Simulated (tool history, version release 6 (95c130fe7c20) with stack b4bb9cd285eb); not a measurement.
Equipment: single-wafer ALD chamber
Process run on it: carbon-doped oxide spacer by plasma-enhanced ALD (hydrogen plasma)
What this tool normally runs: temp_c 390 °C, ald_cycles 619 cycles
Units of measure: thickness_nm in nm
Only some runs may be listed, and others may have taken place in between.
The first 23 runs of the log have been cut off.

run,hour,temp_c,ald_cycles,wafers since the last listed run,hours since the last thermocouple change,hours since the gauge calibration,"read-back reference wafer on the same gauge, thickness_nm",thickness_nm
24,1645.7,377,701,55,302.7,3060.2,33.025,37.81
25,1713.9,390,540,56,370.9,3128.4,33,29.11
26,1789.4,385,619,62,446.4,3203.9,32.968,33.399
27,1857.5,401,619,56,514.5,3272,32.929,33.306
28,1934.8,378,693,63,591.8,3349.3,32.936,37.272
29,2019.6,390,619,69,676.6,3434.1,32.9,33.193
30,2094.7,398,728,61,751.7,3509.2,32.938,39.102
31,2194.2,398,510,81,851.2,3608.7,32.884,27.415
32,2231.7,390,619,30,888.7,3646.2,32.86,33.176
33,2272.7,377,671,33,929.7,3687.2,32.831,36.073
34,2330.3,390,619,47,987.3,3744.8,32.871,33.182
35,2425.5,404,564,78,1082.5,3840,32.825,29.971
# hour 2435.2: gauge calibrated
36,2484.6,384,619,48,1141.6,49.4,33.242,33.539
37,2550.3,390,516,54,1207.3,115.1,33.204,27.803
38,2618.4,381,619,56,1275.4,183.2,33.217,33.492
39,2686.3,397,707,55,1343.3,251.1,33.252,38.22
40,2752.4,390,619,54,1409.4,317.2,33.219,33.632
41,2839.2,390,619,71,1496.2,404,33.235,33.559
42,2943.9,397,707,86,1600.9,508.7,33.259,38.263
43,3040.6,386,574,79,1697.6,605.4,33.224,31.013
44,3103.3,386,717,51,1760.3,668.1,33.218,38.901
45,3198.1,397,689,78,1855.1,762.9,33.19,37.203
46,3344.4,385,709,120,2001.4,909.2,33.176,38.242

Below are 3 alternative next runs, each starting from the tool's condition after run 46. Predict each:
A,3345.7,390,619,1,2002.7,910.5,?,?
B,3345.7,396,712,1,2002.7,910.5,?,?
C,3345.7,377,518,1,2002.7,910.5,?,?

run,"read-back reference wafer on the same gauge, thickness_nm",thickness_nm
A,33.179,33.587
B,33.179,38.633
C,33.179,28.107
The same runs, with their run-to-run variation unchanged, on a tool lacking any hidden condition would have given:
run,thickness_nm
A,33.58
B,38.625
C,28.101

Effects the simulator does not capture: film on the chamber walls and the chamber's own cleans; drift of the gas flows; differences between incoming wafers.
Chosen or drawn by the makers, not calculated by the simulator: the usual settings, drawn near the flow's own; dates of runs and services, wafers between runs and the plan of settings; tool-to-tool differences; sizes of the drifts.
